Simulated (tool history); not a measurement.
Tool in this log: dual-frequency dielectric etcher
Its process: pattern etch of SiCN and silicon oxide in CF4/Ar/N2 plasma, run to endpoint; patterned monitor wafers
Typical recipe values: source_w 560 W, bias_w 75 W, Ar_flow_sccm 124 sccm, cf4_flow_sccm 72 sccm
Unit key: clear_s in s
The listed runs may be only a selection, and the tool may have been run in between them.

run,day,source_w,bias_w,Ar_flow_sccm,cf4_flow_sccm,wafers since the last listed run,hours since the last wet clean,hours since the last source power generator calibration,hours since the last bias power generator calibration,hours since the last Ar flow controller change,hours since the last CF4 flow controller change,hours since the last upper electrode change,"incoming incoming film thickness, nm",clear_s
1,0,560,75,124,72,0,374.2,1143.8,3788,2780,150.6,3101.4,17.43,15.4
2,2.167,560,75,124,72,506,426.2,1195.8,3840,2832,202.6,3153.4,17.39,15
# day 3.671: wet clean of the chamber
3,3.692,560,75,124,80,122,0.5,1232.4,3876.6,2868.6,239.2,3190,17.39,15.5
4,5.817,560,75,124,80,496,51.5,1283.4,3927.6,2919.6,290.2,3241,17.58,15.5
5,7.838,560,75,124,72,472,100,1331.9,3976.1,2968.1,338.7,3289.5,17.65,16
# day 8.25: source power generator calibrated
6,8.904,560,75,124,72,210,125.6,15.7,4001.7,2993.7,364.3,3315.1,17.46,15.7
7,10.3,560,75,145,72,326,159.1,49.2,4035.2,3027.2,397.8,3348.6,17.44,16.1
8,11.846,560,75,124,72,361,196.2,86.3,4072.3,3064.3,434.9,3385.7,17.72,15.9
# day 14.617: Ar flow controller replaced
9,17.9,510,65,107,63,1355,341.5,231.6,4217.6,78.8,580.2,3531,17.4,17.1
10,19.538,560,75,124,72,382,380.8,270.9,4256.9,118.1,619.5,3570.3,17.57,15.1
# day 22.062: upper electrode replaced
11,22.083,560,75,124,80,361,441.9,332,4318,179.2,680.6,0.5,17.52,14.9
12,23.671,600,88,151,78,370,480,370.1,4356.1,217.3,718.7,38.6,17.58,13.8
# day 24.767: wet clean of the chamber
13,25.317,680,75,124,78,150,13.2,409.6,4395.6,256.8,758.2,78.1,17.43,13.6
# day 27.171: bias power generator calibrated
14,27.192,560,75,124,72,399,58.2,454.6,0.5,301.8,803.2,123.1,17.53,15.9
15,28.612,490,89,124,72,331,92.3,488.7,34.6,335.9,837.3,157.2,17.51,16.2

The next listed run, before its measurement:
16,31.35,560,75,124,72,639,158,554.4,100.3,401.6,903,222.9,17.26,?

clear_s: 15.6 s
The same run, on a tool lacking any hidden state, would have yielded clear_s 15.9 s.

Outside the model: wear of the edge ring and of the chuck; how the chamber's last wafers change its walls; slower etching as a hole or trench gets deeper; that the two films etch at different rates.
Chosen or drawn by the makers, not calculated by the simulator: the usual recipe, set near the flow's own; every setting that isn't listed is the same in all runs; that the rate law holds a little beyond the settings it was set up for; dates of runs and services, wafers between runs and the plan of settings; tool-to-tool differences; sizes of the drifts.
